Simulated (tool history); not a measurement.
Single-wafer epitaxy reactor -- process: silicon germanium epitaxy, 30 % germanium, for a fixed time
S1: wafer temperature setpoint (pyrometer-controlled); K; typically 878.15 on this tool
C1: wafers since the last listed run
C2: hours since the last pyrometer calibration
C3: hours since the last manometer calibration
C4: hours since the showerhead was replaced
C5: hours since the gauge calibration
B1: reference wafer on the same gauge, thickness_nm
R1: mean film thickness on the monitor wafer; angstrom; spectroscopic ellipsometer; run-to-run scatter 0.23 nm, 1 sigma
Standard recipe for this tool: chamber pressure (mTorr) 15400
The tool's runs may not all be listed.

Run 1, hour 0.0: usual settings but chamber pressure (mTorr) 17900; C1 0; C2 1604.8; C3 1109.8; C4 2683.5; C5 440.9; B1 60.099. Result: R1 574.09 angstrom.
Run 2, hour 28.6: usual settings but chamber pressure (mTorr) 17900; C1 538; C2 1633.4; C3 1138.4; C4 2712.1; C5 469.5; B1 60.099. Result: R1 574.80 angstrom.
Run 3, hour 65.2: usual settings but chamber pressure (mTorr) 17900; C1 688; C2 1670.0; C3 1175.0; C4 2748.7; C5 506.1; B1 60.200. Result: R1 575.97 angstrom.
Run 4, hour 100.8: usual settings but chamber pressure (mTorr) 18500; C1 670; C2 1705.6; C3 1210.6; C4 2784.3; C5 541.7; B1 60.226. Result: R1 581.08 angstrom.
Run 5, hour 156.5: usual settings but chamber pressure (mTorr) 18500; C1 1048; C2 1761.3; C3 1266.3; C4 2840.0; C5 597.4; B1 60.102. Result: R1 579.72 angstrom.
Run 6, hour 220.5: usual settings but S1 888.15 K, chamber pressure (mTorr) 14000; C1 1204; C2 1825.3; C3 1330.3; C4 2904.0; C5 661.4; B1 60.163. Result: R1 626.99 angstrom.
Run 7, hour 254.4: usual settings but S1 888.15 K, chamber pressure (mTorr) 14000; C1 638; C2 1859.2; C3 1364.2; C4 2937.9; C5 695.3; B1 60.068. Result: R1 629.11 angstrom.
Run 8, hour 321.5: usual settings; C1 1262; C2 1926.3; C3 1431.3; C4 3005.0; C5 762.4; B1 60.173. Result: R1 541.35 angstrom.
Run 9, hour 357.6: usual settings but S1 889.15 K, chamber pressure (mTorr) 17200; C1 679; C2 1962.4; C3 1467.4; C4 3041.1; C5 798.5; B1 60.040. Result: R1 687.12 angstrom.
Run 10, hour 565.0: usual settings; C1 3903; C2 2169.8; C3 1674.8; C4 3248.5; C5 1005.9; B1 60.081. Result: R1 538.41 angstrom.
Run 11, hour 613.2: usual settings; C1 907; C2 2218.0; C3 1723.0; C4 3296.7; C5 1054.1; B1 60.017. Result: R1 537.41 angstrom.
Run 12, hour 660.3: usual settings; C1 886; C2 2265.1; C3 1770.1; C4 3343.8; C5 1101.2; B1 60.112. Result: R1 534.03 angstrom.
Run 13, hour 725.1: usual settings; C1 1219; C2 2329.9; C3 1834.9; C4 3408.6; C5 1166.0; B1 60.065. Result: R1 539.16 angstrom.
Run 14, hour 768.9: usual settings; C1 824; C2 2373.7; C3 1878.7; C4 3452.4; C5 1209.8; B1 60.147. Result: R1 537.76 angstrom.
At hour 813.4: gauge calibrated.
Run 15, hour 834.1: usual settings but S1 866.15 K, chamber pressure (mTorr) 16300; C1 1227; C2 2438.9; C3 1943.9; C4 3517.6; C5 20.7; B1 60.208. Result: R1 437.46 angstrom.
Run 16, hour 905.9: usual settings; C1 1351; C2 2510.7; C3 2015.7; C4 3589.4; C5 92.5; B1 60.041. Result: R1 536.17 angstrom.
Run 17, hour 939.9: usual settings but S1 891.15 K, chamber pressure (mTorr) 17000; C1 639; C2 2544.7; C3 2049.7; C4 3623.4; C5 126.5; B1 60.122. Result: R1 700.79 angstrom.
Run 18, hour 980.4: usual settings but S1 885.15 K, chamber pressure (mTorr) 13600; C1 762; C2 2585.2; C3 2090.2; C4 3663.9; C5 167.0; B1 59.994. Result: R1 577.23 angstrom.
At hour 1024.2: capacitance manometer re-zeroed and calibrated.
Run 19, hour 1034.1: usual settings but S1 892.15 K; C1 860; C2 2638.9; C3 9.9; C4 3717.6; C5 220.7; B1 60.174. Result: R1 682.24 angstrom.
At hour 1055.3: showerhead replaced, of another model than before.
Run 20, hour 1094.7: usual settings but S1 885.15 K, chamber pressure (mTorr) 17200; C1 990; C2 2699.5; C3 70.5; C4 39.4; C5 281.3; B1 60.154. Result: R1 622.69 angstrom.
Run 21, hour 1145.3: usual settings but S1 891.15 K, chamber pressure (mTorr) 12000; C1 952; C2 2750.1; C3 121.1; C4 90.0; C5 331.9; B1 60.127. Result: R1 624.86 angstrom.
Run 22, hour 1210.5: usual settings; C1 1227; C2 2815.3; C3 186.3; C4 155.2; C5 397.1; B1 60.119. Result: R1 529.64 angstrom.
Run 23, hour 1248.9: usual settings; C1 722; C2 2853.7; C3 224.7; C4 193.6; C5 435.5; B1 59.992. Result: R1 528.60 angstrom.
Run 24, hour 1275.9: usual settings but S1 887.15 K, chamber pressure (mTorr) 16700; C1 508; C2 2880.7; C3 251.7; C4 220.6; C5 462.5; B1 60.096. Result: R1 634.19 angstrom.
Run 25, hour 1309.4: usual settings but S1 883.15 K; C1 630; C2 2914.2; C3 285.2; C4 254.1; C5 496.0; B1 59.968. Result: R1 575.75 angstrom.
Run 26, hour 1347.2: usual settings; C1 711; C2 2952.0; C3 323.0; C4 291.9; C5 533.8; B1 60.108. Result: R1 526.69 angstrom.
At hour 1389.4: pyrometer calibrated.
Run 27, hour 1551.8: usual settings but S1 870.15 K, chamber pressure (mTorr) 18000; C1 3700; C2 162.4; C3 527.6; C4 496.5; C5 738.4; B1 60.211. Result: R1 496.13 angstrom.
Run 28, hour 1599.8: usual settings but S1 888.15 K, chamber pressure (mTorr) 17700; C1 903; C2 210.4; C3 575.6; C4 544.5; C5 786.4; B1 60.186. Result: R1 682.52 angstrom.
Run 29, hour 1670.8: usual settings but S1 874.15 K, chamber pressure (mTorr) 16400; C1 1336; C2 281.4; C3 646.6; C4 615.5; C5 857.4; B1 60.121. Result: R1 522.55 angstrom.
Run 30, hour 1707.0: usual settings but S1 885.15 K, chamber pressure (mTorr) 13600; C1 681; C2 317.6; C3 682.8; C4 651.7; C5 893.6; B1 60.116. Result: R1 601.03 angstrom.
Run 31, hour 1770.7: usual settings but S1 882.15 K, chamber pressure (mTorr) 13800; C1 1198; C2 381.3; C3 746.5; C4 715.4; C5 957.3; B1 60.194. Result: R1 571.45 angstrom.
Run 32, hour 1830.2: usual settings but chamber pressure (mTorr) 18000; C1 1119; C2 440.8; C3 806.0; C4 774.9; C5 1016.8; B1 59.916. Result: R1 575.05 angstrom.
Run 33, hour 1896.6: usual settings; C1 1249; C2 507.2; C3 872.4; C4 841.3; C5 1083.2; B1 60.205. Result: R1 549.10 angstrom.

What differs in the tool's unlogged condition from the final listed run ahead of each entry between runs to the first listed run following it?
Logged between run 14 and run 15: gauge calibrated (hour 813.4)
  wafer temperature above the value expected at the setpoint (K): -1.52 -> -1.6
  measured result minus the result with no hidden state, R1: -15.11 -> -13.36 angstrom
Logged between run 18 and run 19: capacitance manometer re-zeroed and calibrated (hour 1024.2)
  wafer temperature above the value expected at the setpoint (K): -1.8 -> -1.87
  measured result minus the result with no hidden state, R1: -18.95 -> -22.99 angstrom
Logged between run 19 and run 20: showerhead replaced, of another model than before (hour 1055.3)
  wafer temperature above the value expected at the setpoint (K): -1.87 -> -1.96
  measured result minus the result with no hidden state, R1: -22.99 -> -22.32 angstrom
Logged between run 26 and run 27: pyrometer calibrated (hour 1389.4)
  wafer temperature above the value expected at the setpoint (K): -2.34 -> -0.128
  measured result minus the result with no hidden state, R1: -23.02 -> -1.18 angstrom
